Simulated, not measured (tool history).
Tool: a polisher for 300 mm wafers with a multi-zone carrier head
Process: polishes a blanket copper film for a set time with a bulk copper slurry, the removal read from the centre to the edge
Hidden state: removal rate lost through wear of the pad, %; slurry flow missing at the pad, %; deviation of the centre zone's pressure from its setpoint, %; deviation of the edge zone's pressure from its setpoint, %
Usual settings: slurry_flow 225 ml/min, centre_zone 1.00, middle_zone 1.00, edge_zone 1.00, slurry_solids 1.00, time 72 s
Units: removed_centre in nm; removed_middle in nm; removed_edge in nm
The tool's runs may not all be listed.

| run | hour | slurry_flow | centre_zone | middle_zone | edge_zone | slurry_solids | time | wafers since the last listed run | wafers polished on this pad | hours since the slurry nozzle was cleaned | hours since the centre zone pressure was calibrated | hours since the edge zone pressure was calibrated | hours since the carrier head's membrane was replaced | incoming thickness of the incoming film, nm | removed_centre | removed_middle | removed_edge |
|---|---|---|---|---|---|---|---|---|---|---|---|---|---|---|---|---|---|
| 1 | 0.0 | 275 | 1.00 | 1.00 | 1.00 | 1.15 | 72 | 0 | 928 | 655.2 | 735.2 | 701.1 | 297.4 | 3139.1 | 585.7 | 588.0 | 603.2 |
| 2 | 97.2 | 225 | 1.00 | 1.00 | 0.95 | 1.00 | 90 | 682 | 1610 | 752.4 | 832.4 | 798.3 | 394.6 | 3141.3 | 682.1 | 688.8 | 675.8 |
| 3 | 190.0 | 225 | 1.00 | 1.00 | 0.89 | 1.00 | 72 | 651 | 2261 | 845.2 | 925.2 | 891.1 | 487.4 | 3092.7 | 542.2 | 525.1 | 523.4 |
| 4 | 239.6 | 225 | 1.00 | 0.94 | 1.00 | 1.00 | 72 | 348 | 2609 | 894.8 | 974.8 | 940.7 | 537.0 | 3122.4 | 542.7 | 511.5 | 566.6 |
| 5 | 286.0 | 225 | 1.00 | 0.90 | 0.90 | 1.00 | 90 | 325 | 2935 | 941.2 | 1021.2 | 987.1 | 583.4 | 3129.3 | 669.8 | 628.7 | 647.9 |
|  | 333.3 | slurry nozzle cleaned |
| 6 | 377.6 | 225 | 1.00 | 1.04 | 1.00 | 1.00 | 72 | 635 | 3571 | 44.3 | 1112.8 | 1078.7 | 675.0 | 3102.1 | 597.3 | 614.0 | 607.4 |
|  | 470.1 | worn pad replaced by a new one |
|  | 585.2 | centre zone pressure recalibrated |
|  | 591.3 | carrier head's membrane replaced by a new one |
| 7 | 701.3 | 225 | 1.00 | 1.00 | 1.00 | 1.20 | 72 | 2194 | 1573 | 368.0 | 116.1 | 1402.4 | 110.0 | 3155.2 | 584.7 | 590.4 | 601.0 |
|  | 740.4 | edge zone pressure recalibrated |
| 8 | 769.3 | 225 | 1.00 | 1.07 | 1.00 | 1.00 | 92 | 463 | 2036 | 436.0 | 184.1 | 28.9 | 178.0 | 3165.3 | 729.1 | 740.4 | 735.9 |
| 9 | 805.7 | 225 | 1.00 | 1.00 | 1.00 | 1.10 | 72 | 255 | 2291 | 472.4 | 220.5 | 65.3 | 214.4 | 3153.8 | 567.6 | 555.6 | 561.1 |
| 10 | 882.2 | 225 | 1.00 | 1.00 | 1.00 | 1.00 | 72 | 536 | 2828 | 548.9 | 297.0 | 141.8 | 290.9 | 3116.4 | 545.2 | 545.4 | 573.0 |
| 11 | 933.4 | 225 | 1.00 | 1.00 | 1.00 | 1.00 | 72 | 359 | 3188 | 600.1 | 348.2 | 193.0 | 342.1 | 3168.8 | 548.5 | 539.9 | 570.1 |
| 12 | 1039.8 | 260 | 1.00 | 1.00 | 1.08 | 1.15 | 72 | 746 | 3934 | 706.5 | 454.6 | 299.4 | 448.5 | 3102.0 | 579.3 | 574.0 | 622.0 |
| 13 | 1135.9 | 225 | 1.00 | 1.00 | 1.00 | 1.00 | 80 | 674 | 4609 | 802.6 | 550.7 | 395.5 | 544.6 | 3103.3 | 604.0 | 595.0 | 618.0 |
|  | 1157.3 | worn pad replaced by a new one |
|  | 1283.7 | slurry nozzle cleaned |
| 14 | 1324.6 | 225 | 1.00 | 1.09 | 1.00 | 1.00 | 64 | 1289 | 1166 | 40.9 | 739.4 | 584.2 | 733.3 | 3149.0 | 543.1 | 582.7 | 543.6 |
|  | 1360.0 | carrier head's membrane replaced by a new one |
| 15 | 1367.5 | 225 | 1.00 | 0.90 | 1.00 | 1.00 | 72 | 265 | 1432 | 83.8 | 782.3 | 627.1 | 7.5 | 3100.2 | 603.5 | 541.4 | 590.4 |
| 16 | 1431.3 | 225 | 1.00 | 0.90 | 1.00 | 1.00 | 72 | 447 | 1880 | 147.6 | 846.1 | 690.9 | 71.3 | 3141.5 | 599.6 | 537.4 | 595.1 |
| 17 | 1480.2 | 185 | 1.00 | 0.93 | 1.00 | 1.00 | 95 | 343 | 2223 | 196.5 | 895.0 | 739.8 | 120.2 | 3161.5 | 753.4 | 680.0 | 760.4 |
| 18 | 1707.8 | 270 | 0.96 | 1.00 | 1.00 | 1.00 | 72 | 1597 | 3821 | 424.1 | 1122.6 | 967.4 | 347.8 | 3142.2 | 579.4 | 580.2 | 597.5 |
|  | 1732.1 | worn pad replaced by a new one |
| 19 | 1746.8 | 225 | 0.91 | 1.00 | 1.00 | 1.00 | 90 | 245 | 102 | 463.1 | 1161.6 | 1006.4 | 386.8 | 3152.5 | 671.3 | 689.6 | 722.4 |
| 20 | 1787.8 | 225 | 1.00 | 1.00 | 0.93 | 0.75 | 79 | 287 | 390 | 504.1 | 1202.6 | 1047.4 | 427.8 | 3109.3 | 586.6 | 582.3 | 574.9 |
| 21 | 1824.3 | 225 | 1.00 | 1.00 | 1.00 | 1.00 | 72 | 256 | 646 | 540.6 | 1239.1 | 1083.9 | 464.3 | 3131.5 | 570.8 | 558.7 | 577.7 |
| 22 | 1884.0 | 225 | 1.00 | 1.00 | 1.11 | 1.00 | 51 | 418 | 1065 | 600.3 | 1298.8 | 1143.6 | 524.0 | 3128.9 | 401.3 | 393.8 | 425.9 |

Some steps in removed_centre between neighbouring runs. How much of each would the tool show without its hidden state too (settings, what came in, random variation), and how much is left for the hidden state, with any gauge scatter that isn't in both results?
Run 5 -> 6: middle_zone 0.90 -> 1.04, edge_zone 0.90 -> 1.00, time 90 -> 72, slurry nozzle cleaned. removed_centre -72.5 nm: hidden state +80.5, all else -153.0.
Run 13 -> 14: middle_zone 1.00 -> 1.09, time 80 -> 64, worn pad replaced by a new one, slurry nozzle cleaned. removed_centre -60.9 nm: hidden state +77.9, all else -138.8.
Run 17 -> 18: slurry_flow 185 -> 270, centre_zone 1.00 -> 0.96, middle_zone 0.93 -> 1.00, time 95 -> 72. removed_centre -174.0 nm: hidden state +3.7, all else -177.7.
Run 21 -> 22: edge_zone 1.00 -> 1.11, time 72 -> 51. removed_centre -169.5 nm: hidden state +14.9, all else -184.4.

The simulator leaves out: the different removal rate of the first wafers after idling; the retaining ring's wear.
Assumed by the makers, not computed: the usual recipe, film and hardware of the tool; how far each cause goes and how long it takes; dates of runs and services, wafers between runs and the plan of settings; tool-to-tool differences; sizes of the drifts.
